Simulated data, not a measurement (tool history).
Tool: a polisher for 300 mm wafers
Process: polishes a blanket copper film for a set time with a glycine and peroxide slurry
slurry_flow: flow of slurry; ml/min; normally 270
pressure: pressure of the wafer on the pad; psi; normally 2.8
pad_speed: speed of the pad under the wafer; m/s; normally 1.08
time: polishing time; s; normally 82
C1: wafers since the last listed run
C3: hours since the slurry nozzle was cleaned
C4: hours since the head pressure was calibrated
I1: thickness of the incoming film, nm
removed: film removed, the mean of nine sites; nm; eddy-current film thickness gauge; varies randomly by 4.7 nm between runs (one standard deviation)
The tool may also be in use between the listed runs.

run 1 day=0.000 | slurry_flow=270 pressure=2.8 pad_speed=1.08 time=82 | C1=0 wafers_polished_on_this_pad=242 C3=200.9 C4=179.7 | I1=1960.4 | removed=510.7
run 2 day=0.792 | slurry_flow=270 pressure=2.8 pad_speed=1.08 time=82 | C1=159 wafers_polished_on_this_pad=401 C3=219.9 C4=198.7 | I1=1975.9 | removed=505.6
-- day=2.046 worn pad replaced by a new one
run 3 day=2.067 | slurry_flow=270 pressure=2.8 pad_speed=1.08 time=82 | C1=223 wafers_polished_on_this_pad=4 C3=250.5 C4=229.3 | I1=1937.5 | removed=505.4
run 4 day=3.171 | slurry_flow=210 pressure=2.8 pad_speed=1.08 time=82 | C1=222 wafers_polished_on_this_pad=226 C3=277.0 C4=255.8 | I1=1946.7 | removed=476.4
-- day=5.579 worn pad replaced by a new one
run 5 day=5.600 | slurry_flow=210 pressure=2.8 pad_speed=1.08 time=82 | C1=455 wafers_polished_on_this_pad=4 C3=335.3 C4=314.1 | I1=1979.6 | removed=477.9
run 6 day=6.088 | slurry_flow=210 pressure=2.8 pad_speed=1.08 time=82 | C1=98 wafers_polished_on_this_pad=102 C3=347.0 C4=325.8 | I1=1995.0 | removed=478.4
run 7 day=7.017 | slurry_flow=270 pressure=3.2 pad_speed=1.08 time=82 | C1=187 wafers_polished_on_this_pad=289 C3=369.3 C4=348.1 | I1=1944.8 | removed=555.1
-- day=7.388 slurry nozzle cleaned
run 8 day=8.258 | slurry_flow=270 pressure=2.8 pad_speed=1.08 time=82 | C1=241 wafers_polished_on_this_pad=531 C3=20.9 C4=377.9 | I1=1982.8 | removed=522.8
-- day=8.583 worn pad replaced by a new one, of another model than before
run 9 day=8.962 | slurry_flow=240 pressure=3.5 pad_speed=0.80 time=58 | C1=108 wafers_polished_on_this_pad=76 C3=37.8 C4=394.8 | I1=1955.3 | removed=365.8
run 10 day=10.375 | slurry_flow=345 pressure=2.8 pad_speed=0.78 time=67 | C1=284 wafers_polished_on_this_pad=360 C3=71.7 C4=428.7 | I1=1953.3 | removed=390.7
run 11 day=10.946 | slurry_flow=270 pressure=2.8 pad_speed=1.08 time=82 | C1=114 wafers_polished_on_this_pad=475 C3=85.4 C4=442.4 | I1=1961.1 | removed=509.7
-- day=11.350 worn pad replaced by a new one
-- day=12.167 head pressure recalibrated
run 12 day=12.288 | slurry_flow=270 pressure=2.8 pad_speed=1.38 time=104 | C1=219 wafers_polished_on_this_pad=172 C3=117.6 C4=2.9 | I1=1977.9 | removed=695.3
run 13 day=13.558 | slurry_flow=270 pressure=2.1 pad_speed=0.76 time=82 | C1=255 wafers_polished_on_this_pad=428 C3=148.1 C4=33.4 | I1=1931.0 | removed=372.0
run 14 day=14.162 | slurry_flow=270 pressure=2.8 pad_speed=1.08 time=82 | C1=121 wafers_polished_on_this_pad=550 C3=162.6 C4=47.9 | I1=2002.8 | removed=488.6
-- day=14.933 worn pad replaced by a new one
run 15 day=15.488 | slurry_flow=270 pressure=2.8 pad_speed=0.92 time=82 | C1=233 wafers_polished_on_this_pad=111 C3=194.4 C4=79.7 | I1=1952.7 | removed=455.0

Consider 3 possible next runs. They are alternatives, not a sequence: every one starts from the tool as it was left by run 15. What does each give?
run A day=15.504 | slurry_flow=270 pressure=2.8 pad_speed=1.08 time=82 | C1=3 wafers_polished_on_this_pad=115 C3=194.8 C4=80.1 | I1=1970.9 | removed=?
run B day=15.504 | slurry_flow=220 pressure=3.1 pad_speed=1.08 time=57 | C1=3 wafers_polished_on_this_pad=115 C3=194.8 C4=80.1 | I1=1970.9 | removed=?
run C day=15.504 | slurry_flow=200 pressure=2.8 pad_speed=1.36 time=82 | C1=3 wafers_polished_on_this_pad=115 C3=194.8 C4=80.1 | I1=1970.9 | removed=?

run=A removed=489.3
run=B removed=336.4
run=C removed=474.3
Had the tool no hidden state, the same runs would have come out as:
run=A removed=528.6
run=B removed=375.1
run=C removed=540.3

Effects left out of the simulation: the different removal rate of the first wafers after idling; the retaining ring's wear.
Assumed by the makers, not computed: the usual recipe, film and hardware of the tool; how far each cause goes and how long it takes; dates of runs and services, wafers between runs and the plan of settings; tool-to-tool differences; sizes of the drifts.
